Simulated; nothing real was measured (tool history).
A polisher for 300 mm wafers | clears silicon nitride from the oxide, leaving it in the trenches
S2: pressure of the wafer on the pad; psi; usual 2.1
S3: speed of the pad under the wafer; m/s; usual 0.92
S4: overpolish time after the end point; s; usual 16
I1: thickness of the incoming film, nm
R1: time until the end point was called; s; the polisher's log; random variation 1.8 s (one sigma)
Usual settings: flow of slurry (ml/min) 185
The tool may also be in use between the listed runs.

Run 1, hour 0.0: usual settings but S3 0.76 m/s; I1 84.3. Result: R1 131.4 s.
Run 2, hour 12.7: usual settings; I1 84.5. Result: R1 106.9 s.
Run 3, hour 19.4: usual settings but S3 1.08 m/s; I1 84.9. Result: R1 94.9 s.
At hour 63.5: worn pad replaced by a new one.
Run 4, hour 64.0: usual settings but S3 1.08 m/s; I1 83.5. Result: R1 88.2 s.
Run 5, hour 73.2: usual settings but S3 1.08 m/s; I1 85.5. Result: R1 92.3 s.
Run 6, hour 80.2: usual settings; I1 84.6. Result: R1 107.8 s.
Run 7, hour 91.7: usual settings; I1 85.1. Result: R1 107.9 s.
Run 8, hour 108.8: usual settings; I1 84.7. Result: R1 109.8 s.
Run 9, hour 115.5: usual settings; I1 84.9. Result: R1 108.1 s.
Run 10, hour 131.4: usual settings; I1 83.2. Result: R1 107.5 s.
Run 11, hour 145.2: usual settings; I1 85.2. Result: R1 111.1 s.
At hour 147.2: head pressure recalibrated.
Run 12, hour 162.4: usual settings; I1 85.2. Result: R1 125.5 s.
Run 13, hour 174.3: usual settings; I1 83.4. Result: R1 124.0 s.
Run 14, hour 194.1: usual settings; I1 84.7. Result: R1 128.7 s.
At hour 204.0: worn pad replaced by a new one.
Run 15, hour 207.4: usual settings; I1 86.2. Result: R1 118.0 s.
At hour 213.7: slurry nozzle cleaned.
Run 16, hour 221.4: usual settings; I1 85.6. Result: R1 118.0 s.
Run 17, hour 228.8: usual settings but S3 1.16 m/s, S4 12 s; I1 84.0. Result: R1 91.1 s.
Run 18, hour 237.1: usual settings but flow of slurry (ml/min) 210; I1 85.3. Result: R1 109.5 s.
Run 19, hour 265.0: usual settings but flow of slurry (ml/min) 245, S2 2.5 psi, S3 0.78 m/s; I1 85.2. Result: R1 115.9 s.
Run 20, hour 278.0: usual settings but flow of slurry (ml/min) 170; I1 84.9. Result: R1 116.6 s.
Run 21, hour 294.8: usual settings but flow of slurry (ml/min) 225, S3 1.10 m/s; I1 83.8. Result: R1 93.2 s.
Run 22, hour 310.8: usual settings; I1 85.0. Result: R1 119.8 s.
Run 23, hour 322.5: usual settings but S2 2.8 psi, S3 0.76 m/s, S4 20 s; I1 84.5. Result: R1 111.4 s.
At hour 340.7: worn pad replaced by a new one.
Run 24, hour 341.2: usual settings but flow of slurry (ml/min) 145, S3 0.74 m/s; I1 84.6. Result: R1 139.4 s.
Run 25, hour 353.9: usual settings but S3 1.22 m/s, S4 23 s; I1 83.9. Result: R1 80.6 s.
Run 26, hour 368.1: usual settings; I1 86.1. Result: R1 110.4 s.
Run 27, hour 376.0: usual settings but flow of slurry (ml/min) 245, S2 1.5 psi, S3 0.68 m/s, S4 8 s; I1 85.0. Result: R1 186.1 s.
Run 28, hour 392.8: usual settings; I1 84.7. Result: R1 109.5 s.
Run 29, hour 434.5: usual settings but flow of slurry (ml/min) 135, S2 1.7 psi, S4 13 s; I1 85.3. Result: R1 136.9 s.
Run 30, hour 449.4: usual settings but S2 2.4 psi, S4 25 s; I1 83.9. Result: R1 102.3 s.
Run 31, hour 456.6: usual settings but flow of slurry (ml/min) 220, S2 2.6 psi, S3 0.72 m/s; I1 84.8. Result: R1 121.1 s.
Run 32, hour 472.6: usual settings but S3 1.06 m/s; I1 84.1. Result: R1 105.4 s.
Run 33, hour 482.1: usual settings but flow of slurry (ml/min) 245, S2 1.7 psi, S3 0.70 m/s; I1 85.0. Result: R1 187.3 s.
At hour 486.5: worn pad replaced by a new one.
Run 34, hour 492.0: usual settings but flow of slurry (ml/min) 205, S4 13 s; I1 85.5. Result: R1 105.7 s.
Run 35, hour 503.9: usual settings but flow of slurry (ml/min) 140, S2 1.6 psi, S4 24 s; I1 84.9. Result: R1 139.6 s.
Run 36, hour 517.7: usual settings but S2 2.3 psi; I1 85.5. Result: R1 100.9 s.
Run 37, hour 545.7: usual settings; I1 84.7. Result: R1 107.6 s.
Run 38, hour 560.3: usual settings but flow of slurry (ml/min) 220, S2 1.5 psi, S3 1.14 m/s; I1 85.6. Result: R1 116.4 s.

Some steps in R1 between neighbouring runs. How much of each would the tool show without its hidden state too (settings, what came in, random variation), and how much is left for the hidden state, with any gauge scatter that isn't in both results?
The hidden state here: removal rate lost through wear of the pad, %; slurry flow missing at the pad, %; deviation of the head's pressure from its setpoint, %.
Run 14 -> 15: worn pad replaced by a new one. R1 -10.7 s: hidden state -15.4, all else +4.7.
Run 23 -> 24: flow of slurry (ml/min) 185 -> 145, S2 2.8 -> 2.1, S3 0.76 -> 0.74, S4 20 -> 16, worn pad replaced by a new one. R1 +28.0 s: hidden state -14.9, all else +42.9.
Run 27 -> 28: flow of slurry (ml/min) 245 -> 185, S2 1.5 -> 2.1, S3 0.68 -> 0.92, S4 8 -> 16. R1 -76.6 s: hidden state +5.7, all else -82.3.
Run 32 -> 33: flow of slurry (ml/min) 185 -> 245, S2 2.1 -> 1.7, S3 1.06 -> 0.70. R1 +81.9 s: hidden state +6.0, all else +75.9.
Run 33 -> 34: flow of slurry (ml/min) 245 -> 205, S2 1.7 -> 2.1, S3 0.70 -> 0.92, S4 16 -> 13, worn pad replaced by a new one. R1 -81.6 s: hidden state -18.4, all else -63.2.

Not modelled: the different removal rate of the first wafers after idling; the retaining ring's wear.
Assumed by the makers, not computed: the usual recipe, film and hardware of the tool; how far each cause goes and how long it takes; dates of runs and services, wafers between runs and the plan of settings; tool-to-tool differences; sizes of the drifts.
